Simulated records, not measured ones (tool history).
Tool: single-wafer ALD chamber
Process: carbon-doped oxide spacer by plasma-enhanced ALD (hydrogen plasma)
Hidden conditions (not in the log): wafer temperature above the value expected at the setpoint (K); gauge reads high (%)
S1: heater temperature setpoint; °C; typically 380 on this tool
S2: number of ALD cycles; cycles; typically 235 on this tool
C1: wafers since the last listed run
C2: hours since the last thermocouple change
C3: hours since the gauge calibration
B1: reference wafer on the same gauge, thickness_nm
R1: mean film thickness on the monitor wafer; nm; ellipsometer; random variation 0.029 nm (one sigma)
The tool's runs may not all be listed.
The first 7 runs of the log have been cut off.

Run 8, hour 97.4: usual settings but S1 384 °C; C1 28; C2 2094.3; C3 105.6; B1 10.983. Result: R1 11.689 nm.
Run 9, hour 108.8: usual settings but S1 384 °C; C1 19; C2 2105.7; C3 117.0; B1 10.973. Result: R1 11.599 nm.
Run 10, hour 117.6: usual settings but S1 384 °C; C1 14; C2 2114.5; C3 125.8; B1 10.978. Result: R1 11.560 nm.
Run 11, hour 124.3: usual settings but S1 388 °C; C1 11; C2 2121.2; C3 132.5; B1 10.964. Result: R1 11.552 nm.
Run 12, hour 131.2: usual settings but S1 388 °C; C1 11; C2 2128.1; C3 139.4; B1 10.966. Result: R1 11.608 nm.
At hour 149.0: thermocouple changed; heater temperature recalibrated.
Run 13, hour 149.5: usual settings but S1 388 °C; C1 17; C2 0.5; C3 157.7; B1 10.950. Result: R1 11.644 nm.
Run 14, hour 161.5: usual settings; C1 20; C2 12.5; C3 169.7; B1 10.951. Result: R1 11.599 nm.
Run 15, hour 171.4: usual settings; C1 16; C2 22.4; C3 179.6; B1 10.945. Result: R1 11.598 nm.
Run 16, hour 187.5: usual settings; C1 27; C2 38.5; C3 195.7; B1 10.940. Result: R1 11.534 nm.
Run 17, hour 194.5: usual settings but S1 389 °C, S2 259 cycles; C1 11; C2 45.5; C3 202.7; B1 10.939. Result: R1 12.713 nm.
Run 18, hour 202.0: usual settings; C1 12; C2 53.0; C3 210.2; B1 10.922. Result: R1 11.558 nm.
Run 19, hour 215.1: usual settings; C1 22; C2 66.1; C3 223.3; B1 10.923. Result: R1 11.542 nm.
Run 20, hour 224.7: usual settings but S1 373 °C, S2 266 cycles; C1 16; C2 75.7; C3 232.9; B1 10.918. Result: R1 13.074 nm.
Run 21, hour 233.8: usual settings but S2 271 cycles; C1 15; C2 84.8; C3 242.0; B1 10.909. Result: R1 13.342 nm.
Run 22, hour 246.2: usual settings but S1 387 °C, S2 259 cycles; C1 20; C2 97.2; C3 254.4; B1 10.897. Result: R1 12.697 nm.
Run 23, hour 252.6: usual settings but S1 387 °C, S2 259 cycles; C1 10; C2 103.6; C3 260.8; B1 10.891. Result: R1 12.720 nm.
Run 24, hour 265.7: usual settings but S2 214 cycles; C1 22; C2 116.7; C3 273.9; B1 10.884. Result: R1 10.489 nm.
Run 25, hour 282.3: usual settings; C1 28; C2 133.3; C3 290.5; B1 10.868. Result: R1 11.473 nm.
At hour 292.2: gauge calibrated.
Run 26, hour 299.3: usual settings but S1 393 °C; C1 28; C2 150.3; C3 7.1; B1 11.022. Result: R1 11.665 nm.
Run 27, hour 306.3: usual settings but S1 389 °C, S2 216 cycles; C1 11; C2 157.3; C3 14.1; B1 11.021. Result: R1 10.740 nm.
Run 28, hour 320.9: usual settings but S1 374 °C; C1 24; C2 171.9; C3 28.7; B1 11.018. Result: R1 11.660 nm.
Run 29, hour 332.3: usual settings but S2 217 cycles; C1 19; C2 183.3; C3 40.1; B1 11.014. Result: R1 10.792 nm.
Run 30, hour 347.9: usual settings but S1 373 °C, S2 194 cycles; C1 26; C2 198.9; C3 55.7; B1 11.013. Result: R1 9.654 nm.
Run 31, hour 364.8: usual settings but S2 251 cycles; C1 28; C2 215.8; C3 72.6; B1 11.015. Result: R1 12.415 nm.
Run 32, hour 379.9: usual settings but S1 395 °C; C1 25; C2 230.9; C3 87.7; B1 11.002. Result: R1 11.652 nm.

Branching from run 32: 4 alternative next runs. What would each branch give?
Run A, hour 380.7: usual settings but S1 394 °C; C1 1; C2 231.7; C3 88.5; B1 ?. Result: R1 ?.
Run B, hour 380.7: usual settings but S1 388 °C, S2 199 cycles; C1 1; C2 231.7; C3 88.5; B1 ?. Result: R1 ?.
Run C, hour 380.7: usual settings but S1 370 °C, S2 191 cycles; C1 1; C2 231.7; C3 88.5; B1 ?. Result: R1 ?.
Run D, hour 380.7: usual settings but S2 275 cycles; C1 1; C2 231.7; C3 88.5; B1 ?. Result: R1 ?.

run      B1      R1
  A  11.008  11.663
  B  11.008   9.876
  C  11.008   9.479
  D  11.008  13.648
Without the tool's hidden state the same runs would have given:
run      R1
  A  11.655
  B   9.870
  C   9.473
  D  13.639
